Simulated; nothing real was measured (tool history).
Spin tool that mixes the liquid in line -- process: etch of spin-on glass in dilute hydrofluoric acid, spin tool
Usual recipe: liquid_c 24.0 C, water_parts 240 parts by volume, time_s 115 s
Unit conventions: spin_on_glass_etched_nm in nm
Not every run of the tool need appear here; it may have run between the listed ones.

run,hour,liquid_c,water_parts,time_s,"read-back film thickness of the spin-on glass reference wafer, read on the same gauge (nm)",spin_on_glass_etched_nm
1,0.0,22.0,320,115,129.99,12.75
2,17.8,27.0,240,135,130.02,25.87
3,29.6,27.0,240,135,129.98,25.78
4,45.7,27.0,240,135,130.01,25.79
5,62.4,21.5,240,115,130.01,17.81
6,69.5,24.0,240,165,129.99,28.08
7,86.2,24.0,240,75,130.00,12.80
8,96.7,24.0,240,75,130.02,12.72
9,103.4,24.0,240,75,130.03,12.84
10,121.0,24.0,280,115,129.96,16.12
11,128.6,24.0,280,115,130.01,16.17
12,137.1,24.0,280,115,130.00,16.21
# hour 150.2: gauge calibrated
13,150.4,24.0,240,115,129.98,19.79
# hour 166.0: hydrofluoric acid flow meter replaced
14,167.8,24.0,240,115,129.99,19.05
15,182.3,24.0,240,75,129.96,12.30
16,190.2,29.0,240,180,130.03,35.26
17,196.2,24.0,290,115,129.99,15.03
18,208.7,28.0,240,85,129.99,16.14
19,221.4,24.0,325,115,129.96,12.81
20,236.1,24.0,240,115,129.97,18.80
21,249.9,24.0,240,115,129.97,18.83
22,261.5,24.0,240,60,129.99,9.84
# hour 271.4: thermometer replaced
23,277.1,24.0,175,115,130.01,30.87

The next listed run, before its measurement:
24,287.8,26.5,240,115,?,?

{"run 24": {"read-back film thickness of the spin-on glass reference wafer, read on the same gauge (nm)": 129.98, "spin_on_glass_etched_nm": 23.13}}
Without the tool's hidden state the same run would have given spin_on_glass_etched_nm 22.94 nm.
